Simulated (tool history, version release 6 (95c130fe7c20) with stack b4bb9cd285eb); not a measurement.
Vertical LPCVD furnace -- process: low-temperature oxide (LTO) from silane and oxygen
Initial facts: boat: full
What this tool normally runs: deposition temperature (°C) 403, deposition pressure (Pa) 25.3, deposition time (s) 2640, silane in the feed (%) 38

run     day  deposition temperature (°C)  deposition pressure (Pa)  deposition time (s)  silane in the feed (%)  wafers since the last listed run  hours since the last temperature calibration  hours since the pressure gauge was zeroed  hours since the silane flow controller was replaced  hours since the gauge calibration  read-back reference wafer on the same gauge, thickness  film thickness on the monitor wafer in the middle of the boat (nm)
  1       0                          403                      25.3                 2640                      38                                 0                                        2519.7                                     2654.9                                                 2942                              102.3                                                  409.23                                                              329.96
  2    2.65                          403                        22                 2640                      38                               654                                        2583.3                                     2718.5                                               3005.6                              165.9                                                  408.97                                                              287.19
  3   4.921                          403                      25.3                 2640                      38                               560                                        2637.8                                       2773                                               3060.1                              220.4                                                  408.55                                                              328.95
  4   6.292                          403                      25.3                 2640                      38                               338                                        2670.7                                     2805.9                                                 3093                              253.3                                                  409.56                                                              329.98
  5   8.908                          403                      25.3                 2640                      33                               645                                        2733.5                                     2868.7                                               3155.8                              316.1                                                  409.09                                                              272.68
  6   10.35                          403                      25.3                 2640                      38                               355                                        2768.1                                     2903.3                                               3190.4                              350.7                                                  409.07                                                               327.8
  7  13.242                          403                      25.3                 2640                      38                               713                                        2837.5                                     2972.7                                               3259.8                              420.1                                                   408.2                                                              330.54
  8  15.021                          403                      25.3                 2640                      38                               439                                        2880.2                                     3015.4                                               3302.5                              462.8                                                  408.61                                                              329.08
  9  16.733                          403                      25.3                 2640                      38                               422                                        2921.3                                     3056.5                                               3343.6                              503.9                                                  409.18                                                              329.26
 10  19.004                          408                      25.3                 1890                      38                               560                                        2975.8                                       3111                                               3398.1                              558.4                                                  409.46                                                              248.48
     21.362  -- silane flow controller replaced
 11  24.683                          403                      25.3                 2640                      38                              1155                                        3112.1                                     3247.3                                                 79.7                              694.7                                                  408.73                                                              318.54
 12  25.767                          403                      25.3                 2640                      38                               267                                        3138.1                                     3273.3                                                105.7                              720.7                                                  408.38                                                              320.86
     27.308  -- pressure gauge zeroed
     28.488  -- thermocouples replaced and temperature profile calibrated
     28.971  -- silane flow controller replaced, repeated, since the last time left the tool worse
 13  28.992                          413                      27.3                 3090                      30                               182                                          12.1                                       40.4                                                  0.5                              798.1                                                  409.54                                                              352.77
 14  29.229                          395                      25.3                 2970                      38                                58                                          17.8                                       46.1                                                  6.2                              803.8                                                  409.31                                                              351.95
     30.092  -- gauge calibrated
 15  31.808                          403                      25.3                 3390                      38                               636                                          79.7                                        108                                                 68.1                               41.2                                                     409                                                               436.7
 16  32.917                          403                      30.7                 2640                      38                               273                                         106.3                                      134.6                                                 94.7                               67.8                                                  408.84                                                              412.46
 17  33.929                          395                      31.3                 2640                      34                               249                                         130.6                                      158.9                                                  119                               92.1                                                  408.81                                                              333.14
 18  36.408                          403                      25.3                 2640                      32                               611                                         190.1                                      218.4                                                178.5                              151.6                                                  408.54                                                              272.41
 19  38.925                          409                      29.3                 2640                      38                               621                                         250.5                                      278.8                                                238.9                                212                                                  408.92                                                              424.61

The tool's hidden state at each run:
true tube temperature minus thermocouple reading, K: 0 on each run
true pressure minus gauge reading, mTorr: 0 on each run
gauge reads high (%): 0 on each run
H1: deviation of the silane flow from its setpoint, %
run      H1
  1   -3.69
  2   -3.78
  3   -3.86
  4   -3.91
  5      -4
  6   -4.05
  7   -4.15
  8   -4.21
  9   -4.27
 10   -4.35
 11   -7.65
 12   -7.69
 13   0.423
 14   0.414
 15   0.324
 16   0.285
 17   0.249
 18   0.162
 19  0.0735

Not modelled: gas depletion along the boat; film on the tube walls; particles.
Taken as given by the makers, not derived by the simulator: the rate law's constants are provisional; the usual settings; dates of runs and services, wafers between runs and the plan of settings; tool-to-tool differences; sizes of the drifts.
